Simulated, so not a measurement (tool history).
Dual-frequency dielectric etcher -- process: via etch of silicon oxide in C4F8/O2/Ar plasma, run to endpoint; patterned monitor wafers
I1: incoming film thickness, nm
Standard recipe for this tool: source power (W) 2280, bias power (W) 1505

Run 1, hour 0.0: usual settings but bias power (W) 1618; I1 1447.0. Result: endpoint time (s) 280.1.
Run 2, hour 16.5: usual settings but bias power (W) 1618; I1 1462.2. Result: endpoint time (s) 280.5.
Run 3, hour 23.9: usual settings but bias power (W) 1389; I1 1442.6. Result: endpoint time (s) 286.8.
Run 4, hour 36.6: usual settings but bias power (W) 1389; I1 1436.9. Result: endpoint time (s) 281.8.
Run 5, hour 51.4: usual settings but source power (W) 2400; I1 1452.9. Result: endpoint time (s) 279.8.
Run 6, hour 60.6: usual settings but source power (W) 2400; I1 1451.1. Result: endpoint time (s) 282.1.
Run 7, hour 68.5: usual settings but source power (W) 2400; I1 1431.1. Result: endpoint time (s) 277.4.
Run 8, hour 79.5: usual settings but source power (W) 2010; I1 1450.5. Result: endpoint time (s) 299.7.
At hour 104.1: upper electrode replaced.
Run 9, hour 104.6: usual settings but bias power (W) 1296; I1 1435.0. Result: endpoint time (s) 287.7.
Run 10, hour 105.0: usual settings; I1 1442.8. Result: endpoint time (s) 286.5.
Run 11, hour 114.4: usual settings but source power (W) 1970, bias power (W) 1629; I1 1450.9. Result: endpoint time (s) 298.2.
At hour 126.3: bias power generator calibrated.
At hour 141.8: wet clean of the chamber.
Run 12, hour 142.3: usual settings but source power (W) 1710, bias power (W) 1340; I1 1455.8. Result: endpoint time (s) 311.4.
At hour 172.7: source power generator calibrated.
Run 13, hour 175.4: usual settings but source power (W) 2080; I1 1458.2. Result: endpoint time (s) 285.6.
Run 14, hour 190.3: usual settings but bias power (W) 1140; I1 1456.5. Result: endpoint time (s) 292.1.
Run 15, hour 206.4: usual settings but source power (W) 2010; I1 1445.2. Result: endpoint time (s) 289.7.
Run 16, hour 215.6: usual settings but source power (W) 2430, bias power (W) 1244; I1 1448.5. Result: endpoint time (s) 276.9.
Run 17, hour 225.0: usual settings but source power (W) 2720, bias power (W) 1163; I1 1466.3. Result: endpoint time (s) 277.0.

Each run again, without the hidden state but with its own random variation kept:
Unlogged tool condition in this case: etch rate over this chamber's usual, %; source power that arrives over what is set, %; bias power that arrives over what is set, %.
run  endpoint time (s)
  1              269.6
  2              269.4
  3              275.2
  4              270.0
  5              267.5
  6              269.4
  7              264.6
  8              285.5
  9              273.2
 10              271.9
 11              282.7
 12              309.4
 13              282.5
 14              288.4
 15              285.4
 16              272.5
 17              272.3

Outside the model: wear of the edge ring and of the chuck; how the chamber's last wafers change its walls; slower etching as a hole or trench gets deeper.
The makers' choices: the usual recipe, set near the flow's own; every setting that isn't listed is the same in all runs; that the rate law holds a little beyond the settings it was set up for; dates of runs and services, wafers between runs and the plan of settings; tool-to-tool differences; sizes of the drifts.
